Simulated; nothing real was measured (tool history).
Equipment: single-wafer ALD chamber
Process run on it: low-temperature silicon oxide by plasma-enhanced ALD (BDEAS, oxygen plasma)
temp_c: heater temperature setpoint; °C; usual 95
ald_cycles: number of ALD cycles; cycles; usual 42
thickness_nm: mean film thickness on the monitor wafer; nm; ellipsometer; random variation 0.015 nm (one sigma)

| run | hour | temp_c | ald_cycles | wafers since the last listed run | hours since the last thermocouple change | hours since the gauge calibration | read-back reference wafer on the same gauge, thickness_nm | thickness_nm |
|---|---|---|---|---|---|---|---|---|
| 1 | 0 | 95 | 42 | 0 | 1576.3 | 184.1 | 5.089 | 5.809 |
| 2 | 6.1 | 100 | 44 | 34 | 1582.4 | 190.2 | 5.09 | 6.013 |
| 3 | 21.7 | 100 | 44 | 88 | 1598 | 205.8 | 5.092 | 5.963 |
| 4 | 35.3 | 100 | 44 | 77 | 1611.6 | 219.4 | 5.09 | 5.981 |
| 5 | 48 | 95 | 42 | 72 | 1624.3 | 232.1 | 5.093 | 5.802 |
| 6 | 59.8 | 95 | 42 | 67 | 1636.1 | 243.9 | 5.093 | 5.805 |
| 7 | 71.8 | 87 | 42 | 68 | 1648.1 | 255.9 | 5.088 | 5.955 |
| 8 | 81.2 | 87 | 42 | 53 | 1657.5 | 265.3 | 5.086 | 5.971 |
| 9 | 99 | 86 | 42 | 101 | 1675.3 | 283.1 | 5.087 | 6.011 |
|  | 114.3 | thermocouple changed; heater temperature recalibrated |
| 10 | 114.8 | 86 | 42 | 44 | 0.5 | 298.9 | 5.09 | 5.986 |
| 11 | 121.2 | 95 | 42 | 36 | 6.9 | 305.3 | 5.091 | 5.822 |
| 12 | 138.6 | 95 | 42 | 98 | 24.3 | 322.7 | 5.091 | 5.803 |
| 13 | 149.1 | 95 | 47 | 59 | 34.8 | 333.2 | 5.088 | 6.53 |
| 14 | 163.1 | 95 | 36 | 79 | 48.8 | 347.2 | 5.09 | 4.983 |
|  | 170 | gauge calibrated |
| 15 | 176.4 | 91 | 37 | 75 | 62.1 | 6.4 | 5.091 | 5.174 |
| 16 | 187.5 | 95 | 42 | 63 | 73.2 | 17.5 | 5.091 | 5.789 |
| 17 | 221.4 | 83 | 40 | 192 | 107.1 | 51.4 | 5.09 | 5.74 |
| 18 | 233.8 | 95 | 42 | 70 | 119.5 | 63.8 | 5.089 | 5.808 |
| 19 | 241.5 | 81 | 46 | 43 | 127.2 | 71.5 | 5.09 | 6.669 |
| 20 | 263.9 | 95 | 42 | 127 | 149.6 | 93.9 | 5.087 | 5.816 |
| 21 | 271 | 103 | 40 | 40 | 156.7 | 101 | 5.091 | 5.404 |
| 22 | 284.7 | 88 | 48 | 77 | 170.4 | 114.7 | 5.092 | 6.816 |
| 23 | 292.1 | 108 | 35 | 42 | 177.8 | 122.1 | 5.089 | 4.682 |
| 24 | 302.6 | 99 | 50 | 59 | 188.3 | 132.6 | 5.091 | 6.839 |
| 25 | 309.3 | 95 | 42 | 38 | 195 | 139.3 | 5.091 | 5.811 |

5 options for the next run, each taken on its own from the tool as it stands now. Forecast them:
| A | 309.8 | 95 | 42 | 2 | 195.5 | 139.8 | ? | ? |
| B | 309.8 | 95 | 48 | 2 | 195.5 | 139.8 | ? | ? |
| C | 309.8 | 106 | 45 | 2 | 195.5 | 139.8 | ? | ? |
| D | 309.8 | 105 | 38 | 2 | 195.5 | 139.8 | ? | ? |
| E | 309.8 | 99 | 42 | 2 | 195.5 | 139.8 | ? | ? |

| run | read-back reference wafer on the same gauge, thickness_nm | thickness_nm |
|---|---|---|
| A | 5.089 | 5.836 |
| B | 5.089 | 6.67 |
| C | 5.089 | 6.09 |
| D | 5.089 | 5.151 |
| E | 5.089 | 5.763 |
With no hidden state in the tool, these same runs would have given:
| run | thickness_nm |
|---|---|
| A | 5.836 |
| B | 6.67 |
| C | 6.09 |
| D | 5.151 |
| E | 5.763 |
